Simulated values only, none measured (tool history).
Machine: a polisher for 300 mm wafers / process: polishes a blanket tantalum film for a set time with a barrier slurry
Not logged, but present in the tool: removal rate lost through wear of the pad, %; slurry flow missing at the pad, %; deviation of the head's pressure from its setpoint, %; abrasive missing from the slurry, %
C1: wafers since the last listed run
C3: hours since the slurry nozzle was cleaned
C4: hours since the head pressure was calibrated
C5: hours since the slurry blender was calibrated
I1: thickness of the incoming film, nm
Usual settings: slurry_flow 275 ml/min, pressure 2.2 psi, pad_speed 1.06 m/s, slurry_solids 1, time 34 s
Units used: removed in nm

run 1 hour=0 | slurry_flow=275 pressure=2.2 pad_speed=1.06 slurry_solids=1 time=34 | C1=0 wafers_polished_on_this_pad=106 C3=79.6 C4=471.7 C5=267.6 | I1=186.3 | removed=67.1
run 2 hour=69.5 | slurry_flow=275 pressure=2.2 pad_speed=1.06 slurry_solids=1 time=34 | C1=956 wafers_polished_on_this_pad=1063 C3=149.1 C4=541.2 C5=337.1 | I1=191.2 | removed=65.8
-- hour=127.3 slurry blender recalibrated
run 3 hour=128.5 | slurry_flow=275 pressure=2.2 pad_speed=1.06 slurry_solids=1 time=34 | C1=784 wafers_polished_on_this_pad=1847 C3=208.1 C4=600.2 C5=1.2 | I1=189.3 | removed=63.8
run 4 hour=175.9 | slurry_flow=275 pressure=2.2 pad_speed=1.06 slurry_solids=1 time=34 | C1=652 wafers_polished_on_this_pad=2499 C3=255.5 C4=647.6 C5=48.6 | I1=188.1 | removed=62.9
-- hour=300.7 worn pad replaced by a new one
run 5 hour=398 | slurry_flow=275 pressure=2.2 pad_speed=1.06 slurry_solids=1 time=34 | C1=3001 wafers_polished_on_this_pad=1339 C3=477.6 C4=869.7 C5=270.7 | I1=189.6 | removed=62.2
-- hour=455.4 slurry nozzle cleaned
run 6 hour=489.4 | slurry_flow=275 pressure=2.2 pad_speed=1.06 slurry_solids=1 time=34 | C1=1243 wafers_polished_on_this_pad=2583 C3=34 C4=961.1 C5=362.1 | I1=188.7 | removed=60.4
-- hour=509.4 slurry blender recalibrated
run 7 hour=585.2 | slurry_flow=275 pressure=2.2 pad_speed=0.84 slurry_solids=1 time=34 | C1=1290 wafers_polished_on_this_pad=3874 C3=129.8 C4=1056.9 C5=75.8 | I1=188.9 | removed=47
-- hour=639.2 worn pad replaced by a new one
run 8 hour=661.1 | slurry_flow=275 pressure=2.2 pad_speed=0.84 slurry_solids=1 time=34 | C1=989 wafers_polished_on_this_pad=301 C3=205.7 C4=1132.8 C5=151.7 | I1=189.3 | removed=48
-- hour=730.5 head pressure recalibrated
-- hour=897.1 slurry blender recalibrated
-- hour=927.6 slurry nozzle cleaned
run 9 hour=952.6 | slurry_flow=275 pressure=2.2 pad_speed=1.06 slurry_solids=1 time=34 | C1=3942 wafers_polished_on_this_pad=4243 C3=25 C4=222.1 C5=55.5 | I1=192.3 | removed=66.4
run 10 hour=1029.3 | slurry_flow=275 pressure=1.9 pad_speed=1.36 slurry_solids=1 time=26 | C1=1055 wafers_polished_on_this_pad=5299 C3=101.7 C4=298.8 C5=132.2 | I1=190.5 | removed=56.5
-- hour=1037 worn pad replaced by a new one
run 11 hour=1096.8 | slurry_flow=275 pressure=2.2 pad_speed=1.24 slurry_solids=1 time=34 | C1=873 wafers_polished_on_this_pad=823 C3=169.2 C4=366.3 C5=199.7 | I1=190.6 | removed=80.5
run 12 hour=1162 | slurry_flow=330 pressure=2.7 pad_speed=1.06 slurry_solids=1 time=26 | C1=897 wafers_polished_on_this_pad=1720 C3=234.4 C4=431.5 C5=264.9 | I1=187.1 | removed=63.7
run 13 hour=1261.1 | slurry_flow=275 pressure=2.2 pad_speed=1.06 slurry_solids=1 time=34 | C1=1363 wafers_polished_on_this_pad=3084 C3=333.5 C4=530.6 C5=364 | I1=188.3 | removed=65
-- hour=1320.5 slurry blender recalibrated
run 14 hour=1364 | slurry_flow=200 pressure=2.2 pad_speed=0.94 slurry_solids=1 time=43 | C1=1388 wafers_polished_on_this_pad=4472 C3=436.4 C4=633.5 C5=43.5 | I1=188.6 | removed=71
-- hour=1371.7 worn pad replaced by a new one
run 15 hour=1439.8 | slurry_flow=275 pressure=2.2 pad_speed=1.06 slurry_solids=1 time=34 | C1=988 wafers_polished_on_this_pad=936 C3=512.2 C4=709.3 C5=119.3 | I1=193.3 | removed=67
-- hour=1458.2 slurry nozzle cleaned
run 16 hour=1525.8 | slurry_flow=345 pressure=2.2 pad_speed=0.76 slurry_solids=0.75 time=34 | C1=1169 wafers_polished_on_this_pad=2106 C3=67.6 C4=795.3 C5=205.3 | I1=191.6 | removed=39.2
run 17 hour=1612.9 | slurry_flow=275 pressure=2.2 pad_speed=1.24 slurry_solids=1 time=23 | C1=1198 wafers_polished_on_this_pad=3304 C3=154.7 C4=882.4 C5=292.4 | I1=188.7 | removed=50.1
-- hour=1708.2 slurry blender recalibrated
run 18 hour=1720.3 | slurry_flow=320 pressure=2.8 pad_speed=1.26 slurry_solids=1 time=34 | C1=1450 wafers_polished_on_this_pad=4755 C3=262.1 C4=989.8 C5=12.1 | I1=191.5 | removed=93.2
-- hour=1766.2 worn pad replaced by a new one
run 19 hour=1797.3 | slurry_flow=275 pressure=2.6 pad_speed=1.06 slurry_solids=1 time=34 | C1=1004 wafers_polished_on_this_pad=427 C3=339.1 C4=1066.8 C5=89.1 | I1=191.5 | removed=74.9

Each row is a separate what-if for the run after 19, all from the same tool condition, not one after another. Results?
run A hour=1797.7 | slurry_flow=275 pressure=2.2 pad_speed=1.06 slurry_solids=1 time=28 | C1=5 wafers_polished_on_this_pad=432 C3=339.5 C4=1067.2 C5=89.5 | I1=191.8 | removed=?
run B hour=1797.7 | slurry_flow=275 pressure=2.2 pad_speed=1.44 slurry_solids=1 time=34 | C1=5 wafers_polished_on_this_pad=432 C3=339.5 C4=1067.2 C5=89.5 | I1=191.8 | removed=?
run C hour=1797.7 | slurry_flow=355 pressure=2.2 pad_speed=1.06 slurry_solids=1 time=34 | C1=5 wafers_polished_on_this_pad=432 C3=339.5 C4=1067.2 C5=89.5 | I1=191.8 | removed=?

run=A removed=52.8
run=B removed=87.1
run=C removed=65.5
Had the tool no hidden state, the same runs would have come out as:
run=A removed=58.7
run=B removed=96.8
run=C removed=72.8
